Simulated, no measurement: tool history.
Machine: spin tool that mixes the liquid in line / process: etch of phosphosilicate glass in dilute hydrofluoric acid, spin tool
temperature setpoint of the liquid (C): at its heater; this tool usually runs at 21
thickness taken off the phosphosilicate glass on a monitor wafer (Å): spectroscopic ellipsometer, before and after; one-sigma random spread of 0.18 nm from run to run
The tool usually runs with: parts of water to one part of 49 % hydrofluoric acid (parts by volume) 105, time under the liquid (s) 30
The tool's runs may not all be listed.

run   hour  temperature setpoint of the liquid (C)  parts of water to one part of 49 % hydrofluoric acid (parts by volume)  time under the liquid (s)  read-back film thickness of the phosphosilicate glass reference wafer, read on the same gauge (nm)  thickness taken off the phosphosilicate glass on a monitor wafer (Å)
  1      0                                      21                                                                     105                         20                                                                                              149.99                                                                 127.4
  2   19.5                                      21                                                                     105                         20                                                                                              150.01                                                                 128.7
  3   33.1                                      21                                                                      95                         30                                                                                              150.02                                                                 212.8
  4     66                                      21                                                                      95                         30                                                                                                 150                                                                 214.3
  5   91.5                                      21                                                                      95                         30                                                                                              149.97                                                                 217.6
  6  116.6                                      21                                                                      75                         30                                                                                              149.98                                                                 278.6
  7  141.7                                      21                                                                      75                         30                                                                                                 150                                                                 273.9
  8  165.5                                      24                                                                     120                         30                                                                                                 150                                                                 187.3
  9  198.1                                      24                                                                     120                         30                                                                                              150.01                                                                 186.7
 10  231.6                                      24                                                                     120                         30                                                                                                 150                                                                 186.1
 11  258.3                                      21                                                                     105                         30                                                                                              149.99                                                                 188.8
 12  285.9                                      21                                                                     105                         30                                                                                              149.99                                                                 193.4
 13  320.9                                      21                                                                     105                         30                                                                                              149.98                                                                   189
 14  352.5                                      21                                                                     105                         30                                                                                              150.02                                                                 190.7
     356.4  -- thermometer replaced
     373.4  -- gauge calibrated
 15  378.9                                      23                                                                      85                         25                                                                                                 150                                                                 215.8
 16  403.5                                    25.5                                                                     105                         15                                                                                                 150                                                                 112.9
 17  417.8                                      21                                                                     145                         15                                                                                                 150                                                                  65.3
 18  443.7                                      24                                                                      60                         30                                                                                              149.99                                                                 393.1
 19  463.4                                    17.5                                                                     125                         15                                                                                              149.99                                                                  67.3
 20  494.1                                      21                                                                     105                         30                                                                                              149.99                                                                 190.1
 21  515.9                                      21                                                                     105                         30                                                                                              149.99                                                                   189
 22  539.8                                    22.5                                                                     105                         30                                                                                                 150                                                                 196.5
 23  553.5                                      21                                                                     105                         30                                                                                              150.02                                                                 186.8
     587.5  -- hydrofluoric acid flow meter replaced
 24    588                                      21                                                                     105                         45                                                                                              149.98                                                                 302.7
 25  616.3                                      17                                                                     105                         45                                                                                              149.98                                                                 254.3
 26  647.5                                      21                                                                     105                         30                                                                                              150.01                                                                 200.1
 27  661.5                                      21                                                                      80                         30                                                                                              150.01                                                                 270.5
 28  678.5                                      24                                                                     120                         30                                                                                              150.01                                                                 193.7
 29  706.9                                      21                                                                     125                         30                                                                                              150.02                                                                 161.7
 30  725.9                                      17                                                                      85                         45                                                                                              150.02                                                                 315.4
 31    740                                      21                                                                     105                         30                                                                                              149.99                                                                 197.1
 32  770.7                                      21                                                                     105                         30                                                                                              149.99                                                                 198.2

Below are 5 alternative next runs, each starting from the tool's condition after run 32. Predict each:
  A  771.1                                      21                                                                     105                         30                                                                                                   ?                                                                     ?
  B  771.1                                      17                                                                      60                         30                                                                                                   ?                                                                     ?
  C  771.1                                      21                                                                     150                         30                                                                                                   ?                                                                     ?
  D  771.1                                    24.5                                                                     130                         50                                                                                                   ?                                                                     ?
  E  771.1                                      17                                                                     150                         30                                                                                                   ?                                                                     ?

run  read-back film thickness of the phosphosilicate glass reference wafer, read on the same gauge (nm)  thickness taken off the phosphosilicate glass on a monitor wafer (Å)
  A                                                                                              150.01                                                                 194.4
  B                                                                                              150.01                                                                 302.9
  C                                                                                              150.01                                                                 129.5
  D                                                                                              150.01                                                                 291.9
  E                                                                                              150.01                                                                 110.3
Take away the tool's hidden state, keep each run's random variation, and the runs would have read:
run  thickness taken off the phosphosilicate glass on a monitor wafer (Å)
  A                                                                 197.7
  B                                                                 307.7
  C                                                                 131.7
  D                                                                 296.9
  E                                                                 112.2
